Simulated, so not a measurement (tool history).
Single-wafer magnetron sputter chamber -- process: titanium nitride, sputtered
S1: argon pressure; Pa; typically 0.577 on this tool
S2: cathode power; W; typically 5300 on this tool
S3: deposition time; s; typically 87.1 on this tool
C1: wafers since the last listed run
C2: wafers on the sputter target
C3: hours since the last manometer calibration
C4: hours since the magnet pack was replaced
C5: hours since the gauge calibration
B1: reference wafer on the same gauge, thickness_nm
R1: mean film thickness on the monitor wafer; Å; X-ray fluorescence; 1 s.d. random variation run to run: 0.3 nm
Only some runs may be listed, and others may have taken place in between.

Run 1, hour 0.0: usual settings but S2 6250 W; C1 0; C2 1595; C3 1539.0; C4 8594.2; C5 422.1; B1 86.154. Result: R1 961.45 Å.
Run 2, hour 41.7: usual settings but S2 6250 W; C1 529; C2 2125; C3 1580.7; C4 8635.9; C5 463.8; B1 86.110. Result: R1 960.25 Å.
Run 3, hour 67.5: usual settings but S3 96.8 s; C1 327; C2 2453; C3 1606.5; C4 8661.7; C5 489.6; B1 86.056. Result: R1 928.15 Å.
Run 4, hour 95.0: usual settings but S3 96.8 s; C1 349; C2 2802; C3 1634.0; C4 8689.2; C5 517.1; B1 86.123. Result: R1 926.13 Å.
Run 5, hour 137.7: usual settings but S3 96.8 s; C1 542; C2 3345; C3 1676.7; C4 8731.9; C5 559.8; B1 86.075. Result: R1 921.76 Å.
Run 6, hour 209.0: usual settings; C1 905; C2 4251; C3 1748.0; C4 8803.2; C5 631.1; B1 86.166. Result: R1 830.45 Å.
Run 7, hour 274.7: usual settings; C1 834; C2 5086; C3 1813.7; C4 8868.9; C5 696.8; B1 86.116. Result: R1 824.16 Å.
Run 8, hour 306.9: usual settings; C1 409; C2 5495; C3 1845.9; C4 8901.1; C5 729.0; B1 86.209. Result: R1 821.03 Å.
At hour 339.7: sputter target and shields replaced.
Run 9, hour 345.2: usual settings but S3 73.8 s; C1 384; C2 69; C3 1884.2; C4 8939.4; C5 767.3; B1 86.122. Result: R1 706.39 Å.
At hour 375.6: gauge calibrated.
Run 10, hour 405.0: usual settings; C1 759; C2 829; C3 1944.0; C4 8999.2; C5 29.4; B1 86.026. Result: R1 831.18 Å.
Run 11, hour 467.1: usual settings but S3 70.4 s; C1 789; C2 1618; C3 2006.1; C4 9061.3; C5 91.5; B1 86.150. Result: R1 673.04 Å.
Run 12, hour 533.5: usual settings; C1 843; C2 2462; C3 2072.5; C4 9127.7; C5 157.9; B1 86.075. Result: R1 829.85 Å.
At hour 564.6: capacitance manometer re-zeroed and calibrated.
Run 13, hour 576.2: usual settings but S1 0.647 Pa, S2 5650 W, S3 92.2 s; C1 440; C2 2902; C3 11.6; C4 9170.4; C5 200.6; B1 86.076. Result: R1 925.52 Å.
At hour 621.7: magnet pack replaced.
Run 14, hour 622.2: usual settings but S3 80.7 s; C1 482; C2 3385; C3 57.6; C4 0.5; C5 246.6; B1 86.065. Result: R1 794.03 Å.
Run 15, hour 650.3: usual settings but S1 0.647 Pa, S2 5650 W, S3 92.2 s; C1 357; C2 3742; C3 85.7; C4 28.6; C5 274.7; B1 86.021. Result: R1 914.53 Å.
Run 16, hour 677.3: usual settings but S1 0.661 Pa, S2 6600 W, S3 76.8 s; C1 343; C2 4085; C3 112.7; C4 55.6; C5 301.7; B1 86.179. Result: R1 867.11 Å.
At hour 724.9: sputter target and shields replaced.
Run 17, hour 737.1: usual settings but S3 104.3 s; C1 658; C2 154; C3 172.5; C4 115.4; C5 361.5; B1 86.086. Result: R1 1035.00 Å.
Run 18, hour 801.1: usual settings; C1 813; C2 967; C3 236.5; C4 179.4; C5 425.5; B1 86.107. Result: R1 860.97 Å.
Run 19, hour 828.3: usual settings but S1 0.414 Pa, S2 4800 W, S3 70.6 s; C1 345; C2 1313; C3 263.7; C4 206.6; C5 452.7; B1 86.054. Result: R1 698.00 Å.
Run 20, hour 856.2: usual settings but S1 0.764 Pa, S2 4800 W, S3 71.6 s; C1 354; C2 1667; C3 291.6; C4 234.5; C5 480.6; B1 86.021. Result: R1 587.46 Å.

Consider 4 possible next runs. They are alternatives, not a sequence: every one starts from the tool as it was left by run 20. What does each give?
Run A, hour 856.6: usual settings but S1 0.494 Pa; C1 5; C2 1672; C3 292.0; C4 234.9; C5 481.0; B1 ?. Result: R1 ?.
Run B, hour 856.6: usual settings but S2 6500 W, S3 98.7 s; C1 5; C2 1672; C3 292.0; C4 234.9; C5 481.0; B1 ?. Result: R1 ?.
Run C, hour 856.6: usual settings but S3 78.2 s; C1 5; C2 1672; C3 292.0; C4 234.9; C5 481.0; B1 ?. Result: R1 ?.
Run D, hour 856.6: usual settings but S1 0.407 Pa, S2 6200 W, S3 100.6 s; C1 5; C2 1672; C3 292.0; C4 234.9; C5 481.0; B1 ?. Result: R1 ?.

run      B1       R1
  A  86.234   892.52
  B  86.234  1150.59
  C  86.234   768.38
  D  86.234  1228.72
What these runs would have given with no unlogged condition in the tool:
run       R1
  A   908.11
  B  1173.25
  C   783.51
  D  1247.24
